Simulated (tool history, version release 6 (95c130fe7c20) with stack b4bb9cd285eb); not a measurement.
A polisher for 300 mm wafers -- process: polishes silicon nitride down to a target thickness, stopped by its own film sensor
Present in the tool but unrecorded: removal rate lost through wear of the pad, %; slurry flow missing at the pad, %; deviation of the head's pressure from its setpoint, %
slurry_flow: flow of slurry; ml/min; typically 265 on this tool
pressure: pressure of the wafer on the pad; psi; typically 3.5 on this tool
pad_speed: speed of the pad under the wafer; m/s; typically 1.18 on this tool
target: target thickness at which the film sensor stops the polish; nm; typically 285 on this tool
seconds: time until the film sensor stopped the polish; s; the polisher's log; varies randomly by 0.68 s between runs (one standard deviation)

run   hour  slurry_flow  pressure  pad_speed  target  wafers since the last listed run  wafers polished on this pad  hours since the slurry nozzle was cleaned  hours since the head pressure was calibrated  incoming thickness of the incoming film, nm  seconds
  1      0          265       3.5       1.18     285                                 0                          536                                      622.4                                         711.7                                        436.1     66.3
  2   29.6          265       3.5       1.18     285                               352                          889                                        652                                         741.3                                        440.6     68.2
  3   46.9          205       3.5       1.18     285                               206                         1095                                      669.3                                         758.6                                          438     69.5
      74.1  -- worn pad replaced by a new one
  4   80.6          205       3.5       1.18     285                               353                           77                                        703                                         792.3                                        446.9     73.1
  5   95.9          205       3.5       1.18     285                               182                          259                                      718.3                                         807.6                                        442.8     72.8
  6  122.7          265       3.5       1.18     285                               319                          579                                      745.1                                         834.4                                        434.2     65.9
  7  137.8          265       3.5       1.18     285                               179                          759                                      760.2                                         849.5                                        443.4     69.2
  8  168.9          265       3.5       1.18     285                               370                         1129                                      791.3                                         880.6                                        445.1     71.9
     189.4  -- worn pad replaced by a new one
  9  192.5          285       3.5       1.18     285                               233                           37                                      814.9                                         904.2                                        440.4     67.4
     276.6  -- slurry nozzle cleaned
 10  292.5          285       3.5       1.18     285                              1179                         1217                                       15.9                                        1004.2                                        447.3     70.5
     322.3  -- worn pad replaced by a new one
 11  327.9          180       3.1       1.44     233                               374                           66                                       51.3                                        1039.6                                        436.3     89.9
 12  362.7          265       3.5       1.18     285                               414                          481                                       86.1                                        1074.4                                          440     68.5
     370.4  -- head pressure recalibrated
 13    396          340       3.5       1.46     310                               372                          854                                      119.4                                          25.6                                        439.3     46.7
 14  423.3          265       3.5       1.18     285                               325                         1179                                      146.7                                          52.9                                        437.3     67.2
 15  439.4          265       3.5       1.18     285                               191                         1371                                      162.8                                            69                                        443.8       70
     449.5  -- worn pad replaced by a new one
 16  471.4          265       3.5        1.5     260                               333                          261                                      194.8                                           101                                        443.6     66.9
 17  494.9          265       3.5       1.18     285                               280                          541                                      218.3                                         124.5                                        435.9       66
 18  515.6          345       4.5       1.18     321                               246                          788                                        239                                         145.2                                          446     42.3
 19  544.8          320       3.5       1.18     315                               347                         1136                                      268.2                                         174.4                                          442     54.5
 20    573          265       4.6        1.5     285                               336                         1472                                      296.4                                         202.6                                        436.5     42.9
     581.5  -- worn pad replaced by a new one
 21  591.3          200       4.1        1.5     330                               170                          117                                      314.7                                         220.9                                        436.7     34.4

What the log doesn't show, run by run:
removal rate lost through wear of the pad, %: 0 across all the runs
slurry flow missing at the pad, %: 0 across all the runs
deviation of the head's pressure from its setpoint, %: 0 across all the runs
